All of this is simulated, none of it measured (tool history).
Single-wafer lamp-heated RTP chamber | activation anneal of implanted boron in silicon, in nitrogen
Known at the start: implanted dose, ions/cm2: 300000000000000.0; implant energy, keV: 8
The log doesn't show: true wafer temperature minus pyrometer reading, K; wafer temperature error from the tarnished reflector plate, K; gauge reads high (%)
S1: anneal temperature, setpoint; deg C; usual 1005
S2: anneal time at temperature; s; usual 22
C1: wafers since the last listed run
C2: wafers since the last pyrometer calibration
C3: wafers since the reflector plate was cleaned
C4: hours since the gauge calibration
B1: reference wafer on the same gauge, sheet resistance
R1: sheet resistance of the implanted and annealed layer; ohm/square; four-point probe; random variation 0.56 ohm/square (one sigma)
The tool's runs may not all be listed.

run    hour    S1  S2    C1     C2     C3      C4      B1      R1
  1       0  1005  22     0   3391   4961  1537.6  364.98  370.99
  2    58.4  1005  22  1061   4453   6022    1596  364.81  370.64
  3    95.5  1005  22   674   5127   6696  1633.1  365.04  371.07
  4   167.4  1005  22  1306   6433   8003    1705     365  371.31
  5   230.3  1022  22  1142   7576   9146  1767.9   365.1  369.53
  6   280.9  1022  22   919   8495  10065  1818.5  365.09  368.79
  7   337.2  1005  22  1022   9518  11088  1874.8   365.1  370.82
      351.3  -- reflector plate cleaned
  8   375.2  1005  22   545  10063    433  1912.8  364.73  370.75
      423.9  -- pyrometer window cleaned and pyrometer calibrated
  9   474.4  1005  22  1657    917   2090    2012  365.25  371.06
 10   500.4  1005  22   472   1390   2562    2038  364.88  371.23
 11     567  1005  22  1210   2600   3772  2104.6  364.97  370.45
 12   647.9  1005  22  1469   4070   5242  2185.5  365.05  370.13
 13   677.5  1013  31   537   4607   5780  2215.1  365.17  368.51
 14   710.5  1021  27   599   5207   6380  2248.1  364.87  368.42
 15   750.3   981  32   723   5930   7103  2287.9  364.76  373.83
 16   783.9  1005  22   610   6541   7713  2321.5   364.7  371.24
      945.1  -- gauge calibrated
      966.9  -- pyrometer window cleaned and pyrometer calibrated
 17   982.5  1033  31  3463    284  11176    37.4  364.98  367.04
      998.3  -- reflector plate cleaned
 18  1023.8   986  18   605    889    462    78.7  365.11   377.6
 19  1090.1  1015  27  1204   2093   1667     145  365.07  369.08
 20  1138.8  1032  10   884   2978   2552   193.7  365.29  371.67
 21  1179.8  1023  32   744   3723   3296   234.7  364.87  368.04
 22  1235.1   981  18  1004   4728   4301     290  365.08   377.3
 23  1290.7   983  22  1010   5738   5311   345.6  364.92  376.64
 24    1354  1005  22  1150   6888   6462   408.9     365  370.93
 25    1416  1019  31  1126   8015   7588   470.9  364.87  366.59
 26  1470.9  1015  27   997   9012   8586   525.8  365.12  368.81
     1530.1  -- pyrometer window cleaned and pyrometer calibrated
 27  1541.1  1005  22  1130    200   9716     596  365.03  372.17
 28  1605.7   978  33  1173   1374  10889   660.6  364.83   376.6
 29  1657.4   978  28   939   2313  11829   712.3  364.88  378.65
     1725.3  -- reflector plate cleaned
 30  1727.1  1005  22  1121   3434     32     782  364.98  371.13
 31  1865.9  1005  22  2521   5956   2554   920.8  365.02  371.45
 32  1911.2   988  15   823   6779   3377   966.1  364.82   375.6
 33    1982  1005  12  1286   8065   4664  1036.9  364.93  372.93
 34  2053.6  1014  22  1300   9366   5964  1108.5  364.98  370.29
 35  2088.4  1005  22   632   9999   6597  1143.3  364.97  370.65
 36  2138.8  1005  22   915  10914   7513  1193.7  365.16  370.51
     2151.7  -- pyrometer window cleaned and pyrometer calibrated
 37  2192.8   992  33   835    746   8348  1247.7  365.34  373.85

Measured less the same run without the tool's hidden state. The same run-to-run variation is in both; the gauge's scatter may not be:
run     R1
  1  -1.64
  2  -1.82
  3   -1.9
  4  -2.02
  5  -1.39
  6  -1.41
  7  -2.16
  8  -2.18
  9  -0.78
 10  -0.99
 11  -1.39
 12  -1.69
 13   -1.5
 14  -1.34
 15  -4.38
 16  -1.96
 17  -0.21
 18  -1.72
 19  -0.93
 20  -0.53
 21   -1.2
 22  -4.87
 23   -4.4
 24  -1.94
 25  -1.59
 26  -1.62
 27  -0.18
 28  -2.25
 29  -3.33
 30  -1.46
 31   -1.8
 32  -4.02
 33  -2.04
 34  -1.51
 35  -1.99
 36  -2.01
 37  -1.02

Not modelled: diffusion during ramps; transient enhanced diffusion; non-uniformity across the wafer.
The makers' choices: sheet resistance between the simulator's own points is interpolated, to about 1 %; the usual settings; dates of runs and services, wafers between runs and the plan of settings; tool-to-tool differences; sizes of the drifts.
